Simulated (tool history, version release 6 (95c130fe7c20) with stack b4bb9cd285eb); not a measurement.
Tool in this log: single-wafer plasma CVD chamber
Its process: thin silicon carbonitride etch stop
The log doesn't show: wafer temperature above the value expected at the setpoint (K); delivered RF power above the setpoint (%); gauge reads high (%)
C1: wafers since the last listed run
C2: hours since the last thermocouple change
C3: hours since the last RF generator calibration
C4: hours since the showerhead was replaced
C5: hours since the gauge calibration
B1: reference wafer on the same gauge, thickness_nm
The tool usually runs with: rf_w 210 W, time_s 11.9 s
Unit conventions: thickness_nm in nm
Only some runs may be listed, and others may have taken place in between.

Run 1, day 0: usual settings but rf_w 200 W; C1 0; C2 695; C3 1868.3; C4 3233.9; C5 454.8; B1 5.771. Result: thickness_nm 6.6 nm.
Run 2, day 0.675: usual settings; C1 444; C2 711.2; C3 1884.5; C4 3250.1; C5 471; B1 5.772. Result: thickness_nm 6.717 nm.
Run 3, day 1.404: usual settings; C1 480; C2 728.7; C3 1902; C4 3267.6; C5 488.5; B1 5.77. Result: thickness_nm 6.707 nm.
Run 4, day 1.962: usual settings but rf_w 190 W; C1 367; C2 742.1; C3 1915.4; C4 3281; C5 501.9; B1 5.77. Result: thickness_nm 6.493 nm.
Run 5, day 3.462: usual settings; C1 988; C2 778.1; C3 1951.4; C4 3317; C5 537.9; B1 5.772. Result: thickness_nm 6.699 nm.
At day 3.696: gauge calibrated.
Run 6, day 4.125: usual settings; C1 436; C2 794; C3 1967.3; C4 3332.9; C5 10.3; B1 5.77. Result: thickness_nm 6.705 nm.
Run 7, day 4.629: usual settings; C1 332; C2 806.1; C3 1979.4; C4 3345; C5 22.4; B1 5.772. Result: thickness_nm 6.698 nm.
Run 8, day 5.129: usual settings; C1 329; C2 818.1; C3 1991.4; C4 3357; C5 34.4; B1 5.772. Result: thickness_nm 6.69 nm.
Run 9, day 5.817: usual settings; C1 452; C2 834.6; C3 2007.9; C4 3373.5; C5 50.9; B1 5.769. Result: thickness_nm 6.696 nm.
Run 10, day 6.112: usual settings; C1 194; C2 841.7; C3 2015; C4 3380.6; C5 58; B1 5.768. Result: thickness_nm 6.691 nm.
Run 11, day 6.508: usual settings; C1 260; C2 851.2; C3 2024.5; C4 3390.1; C5 67.5; B1 5.772. Result: thickness_nm 6.705 nm.
Run 12, day 6.808: usual settings but rf_w 240 W, time_s 14.1 s; C1 197; C2 858.4; C3 2031.7; C4 3397.3; C5 74.7; B1 5.771. Result: thickness_nm 8.301 nm.
Run 13, day 7.138: usual settings but time_s 13.4 s; C1 216; C2 866.3; C3 2039.6; C4 3405.2; C5 82.6; B1 5.77. Result: thickness_nm 7.529 nm.
Run 14, day 7.742: usual settings; C1 398; C2 880.8; C3 2054.1; C4 3419.7; C5 97.1; B1 5.77. Result: thickness_nm 6.704 nm.
At day 8.458: RF generator calibrated.
Run 15, day 8.479: usual settings but rf_w 180 W, time_s 11.3 s; C1 266; C2 898.5; C3 0.5; C4 3437.4; C5 114.8; B1 5.771. Result: thickness_nm 6.247 nm.
Run 16, day 8.65: usual settings; C1 112; C2 902.6; C3 4.6; C4 3441.5; C5 118.9; B1 5.768. Result: thickness_nm 6.911 nm.
Run 17, day 8.954: usual settings but rf_w 185 W, time_s 10.8 s; C1 200; C2 909.9; C3 11.9; C4 3448.8; C5 126.2; B1 5.773. Result: thickness_nm 6.016 nm.
At day 9.308: showerhead replaced.
Run 18, day 9.546: usual settings but rf_w 250 W, time_s 12.8 s; C1 170; C2 924.1; C3 26.1; C4 5.7; C5 140.4; B1 5.771. Result: thickness_nm 7.864 nm.
Run 19, day 9.979: usual settings; C1 285; C2 934.5; C3 36.5; C4 16.1; C5 150.8; B1 5.77. Result: thickness_nm 6.911 nm.
Run 20, day 10.55: usual settings but rf_w 195 W, time_s 12.6 s; C1 376; C2 948.2; C3 50.2; C4 29.8; C5 164.5; B1 5.771. Result: thickness_nm 7.146 nm.
Run 21, day 10.85: usual settings but rf_w 245 W, time_s 9.7 s; C1 197; C2 955.4; C3 57.4; C4 37; C5 171.7; B1 5.77. Result: thickness_nm 5.928 nm.
Run 22, day 11.575: usual settings but time_s 10.9 s; C1 477; C2 972.8; C3 74.8; C4 54.4; C5 189.1; B1 5.773. Result: thickness_nm 6.319 nm.
Run 23, day 12.058: usual settings; C1 318; C2 984.4; C3 86.4; C4 66; C5 200.7; B1 5.771. Result: thickness_nm 6.894 nm.
Run 24, day 12.483: usual settings but rf_w 250 W, time_s 14.1 s; C1 280; C2 994.6; C3 96.6; C4 76.2; C5 210.9; B1 5.772. Result: thickness_nm 8.678 nm.
Run 25, day 13.088: usual settings; C1 398; C2 1009.1; C3 111.1; C4 90.7; C5 225.4; B1 5.768. Result: thickness_nm 6.921 nm.
At day 13.658: thermocouple changed; heater temperature recalibrated.
Run 26, day 13.679: usual settings but rf_w 170 W, time_s 13.4 s; C1 170; C2 0.5; C3 125.3; C4 104.9; C5 239.6; B1 5.768. Result: thickness_nm 7.254 nm.
Run 27, day 13.946: usual settings but rf_w 240 W, time_s 13.2 s; C1 175; C2 6.9; C3 131.7; C4 111.3; C5 246; B1 5.772. Result: thickness_nm 8.009 nm.
Run 28, day 14.371: usual settings but time_s 10.5 s; C1 280; C2 17.1; C3 141.9; C4 121.5; C5 256.2; B1 5.772. Result: thickness_nm 6.078 nm.
Run 29, day 15.092: usual settings; C1 474; C2 34.4; C3 159.2; C4 138.8; C5 273.5; B1 5.769. Result: thickness_nm 6.916 nm.
Run 30, day 15.65: usual settings but rf_w 225 W, time_s 9.6 s; C1 367; C2 47.8; C3 172.6; C4 152.2; C5 286.9; B1 5.768. Result: thickness_nm 5.695 nm.
Run 31, day 16.021: usual settings; C1 244; C2 56.7; C3 181.5; C4 161.1; C5 295.8; B1 5.768. Result: thickness_nm 6.888 nm.
Run 32, day 17.554: usual settings; C1 1010; C2 93.5; C3 218.3; C4 197.9; C5 332.6; B1 5.773. Result: thickness_nm 6.913 nm.
Run 33, day 17.983: usual settings but time_s 13.4 s; C1 282; C2 103.8; C3 228.6; C4 208.2; C5 342.9; B1 5.771. Result: thickness_nm 7.757 nm.
Run 34, day 18.325: usual settings but rf_w 240 W, time_s 10.4 s; C1 225; C2 112; C3 236.8; C4 216.4; C5 351.1; B1 5.768. Result: thickness_nm 6.288 nm.
Run 35, day 18.829: usual settings; C1 332; C2 124.1; C3 248.9; C4 228.5; C5 363.2; B1 5.77. Result: thickness_nm 6.875 nm.

Consider 5 possible next runs. They are alternatives, not a sequence: every one starts from the tool as it was left by run 35. What does each give?
Run A, day 18.846: usual settings; C1 10; C2 124.5; C3 249.3; C4 228.9; C5 363.6; B1 ?. Result: thickness_nm ?.
Run B, day 18.846: usual settings but rf_w 250 W, time_s 10.6 s; C1 10; C2 124.5; C3 249.3; C4 228.9; C5 363.6; B1 ?. Result: thickness_nm ?.
Run C, day 18.846: usual settings but rf_w 190 W, time_s 12.7 s; C1 10; C2 124.5; C3 249.3; C4 228.9; C5 363.6; B1 ?. Result: thickness_nm ?.
Run D, day 18.846: usual settings but rf_w 195 W; C1 10; C2 124.5; C3 249.3; C4 228.9; C5 363.6; B1 ?. Result: thickness_nm ?.
Run E, day 18.846: usual settings but rf_w 190 W, time_s 11.1 s; C1 10; C2 124.5; C3 249.3; C4 228.9; C5 363.6; B1 ?. Result: thickness_nm ?.

run    B1  thickness_nm
  A  5.77         6.899
  B  5.77         6.504
  C  5.77         7.124
  D  5.77         6.733
  E  5.77         6.227
Stripped of hidden state, with their random variation kept, the same runs would have yielded:
run  thickness_nm
  A         6.923
  B         6.526
  C         7.148
  D         6.756
  E         6.248
